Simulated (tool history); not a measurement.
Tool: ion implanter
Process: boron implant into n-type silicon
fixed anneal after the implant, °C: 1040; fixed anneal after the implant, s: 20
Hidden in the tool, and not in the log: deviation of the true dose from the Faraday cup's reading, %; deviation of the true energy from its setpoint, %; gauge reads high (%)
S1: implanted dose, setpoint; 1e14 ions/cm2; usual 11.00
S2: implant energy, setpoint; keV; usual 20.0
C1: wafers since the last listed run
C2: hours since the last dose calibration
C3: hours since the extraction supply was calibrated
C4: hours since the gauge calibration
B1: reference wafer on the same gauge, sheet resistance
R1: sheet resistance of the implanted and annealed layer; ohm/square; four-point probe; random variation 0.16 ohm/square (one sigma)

run 1 hour=0.0 | S1=11.00 S2=20.0 | C1=0 C2=731.7 C3=6253.5 C4=16.2 | B1=97.99 | R1=102.95
run 2 hour=32.1 | S1=11.00 S2=20.0 | C1=353 C2=763.8 C3=6285.6 C4=48.3 | B1=98.02 | R1=102.59
run 3 hour=57.2 | S1=11.00 S2=20.0 | C1=276 C2=788.9 C3=6310.7 C4=73.4 | B1=97.98 | R1=103.11
run 4 hour=81.9 | S1=11.00 S2=24.0 | C1=271 C2=813.6 C3=6335.4 C4=98.1 | B1=97.94 | R1=101.35
run 5 hour=98.0 | S1=8.52 S2=24.0 | C1=177 C2=829.7 C3=6351.5 C4=114.2 | B1=98.03 | R1=126.17
run 6 hour=125.7 | S1=12.49 S2=20.0 | C1=304 C2=857.4 C3=6379.2 C4=141.9 | B1=97.94 | R1=92.44
run 7 hour=142.0 | S1=9.44 S2=20.0 | C1=179 C2=873.7 C3=6395.5 C4=158.2 | B1=97.99 | R1=117.55
-- hour=157.0 Faraday cup replaced and dose calibrated
run 8 hour=159.7 | S1=13.57 S2=24.5 | C1=106 C2=2.7 C3=6413.2 C4=175.9 | B1=98.08 | R1=86.33
-- hour=169.2 gauge calibrated
run 9 hour=192.7 | S1=13.44 S2=24.5 | C1=363 C2=35.7 C3=6446.2 C4=23.5 | B1=98.07 | R1=86.78
run 10 hour=210.5 | S1=8.91 S2=18.0 | C1=195 C2=53.5 C3=6464.0 C4=41.3 | B1=97.98 | R1=126.02
-- hour=233.4 extraction supply calibrated
run 11 hour=233.9 | S1=11.00 S2=20.0 | C1=169 C2=76.9 C3=0.5 C4=64.7 | B1=98.01 | R1=104.20
run 12 hour=251.2 | S1=11.00 S2=20.0 | C1=190 C2=94.2 C3=17.8 C4=82.0 | B1=98.02 | R1=104.32
run 13 hour=265.0 | S1=9.82 S2=20.0 | C1=151 C2=108.0 C3=31.6 C4=95.8 | B1=98.05 | R1=114.92
run 14 hour=280.8 | S1=11.00 S2=27.0 | C1=173 C2=123.8 C3=47.4 C4=111.6 | B1=98.06 | R1=101.59
run 15 hour=306.4 | S1=14.16 S2=14.0 | C1=281 C2=149.4 C3=73.0 C4=137.2 | B1=97.99 | R1=89.30

The tool's hidden state at each run:
deviation of the true energy from its setpoint, %: 0 in every run
gauge reads high (%): 0 in every run
H1: deviation of the true dose from the Faraday cup's reading, %
run=1 H1=1.77
run=2 H1=1.79
run=3 H1=1.8
run=4 H1=1.81
run=5 H1=1.82
run=6 H1=1.83
run=7 H1=1.84
run=8 H1=-0.259
run=9 H1=0.0299
run=10 H1=0.172
run=11 H1=0.345
run=12 H1=0.463
run=13 H1=0.552
run=14 H1=0.649
run=15 H1=0.795
